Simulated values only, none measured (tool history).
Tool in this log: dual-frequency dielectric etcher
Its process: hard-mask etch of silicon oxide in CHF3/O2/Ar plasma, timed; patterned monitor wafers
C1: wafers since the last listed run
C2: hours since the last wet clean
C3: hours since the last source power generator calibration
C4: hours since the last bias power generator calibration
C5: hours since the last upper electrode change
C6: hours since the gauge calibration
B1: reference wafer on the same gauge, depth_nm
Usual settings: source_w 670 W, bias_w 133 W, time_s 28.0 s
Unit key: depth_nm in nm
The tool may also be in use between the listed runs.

run 1 hour=0.0 | source_w=790 bias_w=133 time_s=28.0 | C1=0 C2=91.2 C3=3502.6 C4=1701.9 C5=2088.5 C6=709.1 | B1=48.5 | depth_nm=53.4
-- hour=49.3 gauge calibrated
run 2 hour=59.8 | source_w=670 bias_w=133 time_s=28.0 | C1=641 C2=151.0 C3=3562.4 C4=1761.7 C5=2148.3 C6=10.5 | B1=48.5 | depth_nm=50.3
run 3 hour=119.0 | source_w=670 bias_w=133 time_s=28.0 | C1=634 C2=210.2 C3=3621.6 C4=1820.9 C5=2207.5 C6=69.7 | B1=48.5 | depth_nm=50.7
run 4 hour=330.2 | source_w=670 bias_w=107 time_s=28.0 | C1=2265 C2=421.4 C3=3832.8 C4=2032.1 C5=2418.7 C6=280.9 | B1=48.5 | depth_nm=49.7
-- hour=371.1 wet clean of the chamber
run 5 hour=371.6 | source_w=670 bias_w=107 time_s=28.0 | C1=186 C2=0.5 C3=3874.2 C4=2073.5 C5=2460.1 C6=322.3 | B1=48.4 | depth_nm=46.5
-- hour=389.3 bias power generator calibrated
run 6 hour=419.1 | source_w=670 bias_w=133 time_s=28.0 | C1=466 C2=48.0 C3=3921.7 C4=29.8 C5=2507.6 C6=369.8 | B1=48.5 | depth_nm=48.9
run 7 hour=464.9 | source_w=670 bias_w=133 time_s=28.0 | C1=491 C2=93.8 C3=3967.5 C4=75.6 C5=2553.4 C6=415.6 | B1=48.7 | depth_nm=49.4
-- hour=474.8 source power generator calibrated
run 8 hour=647.0 | source_w=670 bias_w=133 time_s=34.5 | C1=1910 C2=275.9 C3=172.2 C4=257.7 C5=2735.5 C6=597.7 | B1=48.5 | depth_nm=61.8
run 9 hour=674.9 | source_w=670 bias_w=133 time_s=34.5 | C1=299 C2=303.8 C3=200.1 C4=285.6 C5=2763.4 C6=625.6 | B1=48.6 | depth_nm=62.2
run 10 hour=738.5 | source_w=670 bias_w=143 time_s=33.0 | C1=682 C2=367.4 C3=263.7 C4=349.2 C5=2827.0 C6=689.2 | B1=48.5 | depth_nm=61.4
-- hour=803.9 gauge calibrated
-- hour=810.7 wet clean of the chamber
run 11 hour=811.2 | source_w=670 bias_w=133 time_s=23.5 | C1=522 C2=0.5 C3=336.4 C4=421.9 C5=2899.7 C6=7.3 | B1=48.6 | depth_nm=40.9
run 12 hour=845.0 | source_w=670 bias_w=133 time_s=24.5 | C1=362 C2=34.3 C3=370.2 C4=455.7 C5=2933.5 C6=41.1 | B1=48.5 | depth_nm=43.0
-- hour=892.2 upper electrode replaced
run 13 hour=909.6 | source_w=670 bias_w=123 time_s=28.0 | C1=435 C2=98.9 C3=434.8 C4=520.3 C5=17.4 C6=105.7 | B1=48.4 | depth_nm=48.5
run 14 hour=974.1 | source_w=800 bias_w=133 time_s=28.0 | C1=691 C2=163.4 C3=499.3 C4=584.8 C5=81.9 C6=170.2 | B1=48.7 | depth_nm=53.2
run 15 hour=1023.1 | source_w=580 bias_w=151 time_s=22.5 | C1=525 C2=212.4 C3=548.3 C4=633.8 C5=130.9 C6=219.2 | B1=48.7 | depth_nm=39.2
run 16 hour=1080.0 | source_w=670 bias_w=133 time_s=28.0 | C1=610 C2=269.3 C3=605.2 C4=690.7 C5=187.8 C6=276.1 | B1=48.4 | depth_nm=50.9
run 17 hour=1143.3 | source_w=820 bias_w=108 time_s=36.0 | C1=678 C2=332.6 C3=668.5 C4=754.0 C5=251.1 C6=339.4 | B1=48.7 | depth_nm=68.6
run 18 hour=1171.6 | source_w=670 bias_w=133 time_s=28.0 | C1=303 C2=360.9 C3=696.8 C4=782.3 C5=279.4 C6=367.7 | B1=48.4 | depth_nm=50.8
run 19 hour=1205.1 | source_w=740 bias_w=124 time_s=34.0 | C1=359 C2=394.4 C3=730.3 C4=815.8 C5=312.9 C6=401.2 | B1=48.5 | depth_nm=64.0

Had the tool no unlogged condition, and each run kept its random variation, what would the results have been?
What the log doesn't record here: etch rate over this chamber's usual, %; source power that arrives over what is set, %; bias power that arrives over what is set, %; gauge reads high (%).
run=1 depth_nm=52.8
run=2 depth_nm=49.4
run=3 depth_nm=49.4
run=4 depth_nm=47.4
run=5 depth_nm=46.8
run=6 depth_nm=48.9
run=7 depth_nm=49.2
run=8 depth_nm=60.3
run=9 depth_nm=60.5
run=10 depth_nm=59.3
run=11 depth_nm=41.1
run=12 depth_nm=43.1
run=13 depth_nm=48.2
run=14 depth_nm=52.5
run=15 depth_nm=38.5
run=16 depth_nm=49.7
run=17 depth_nm=66.6
run=18 depth_nm=49.1
run=19 depth_nm=61.7
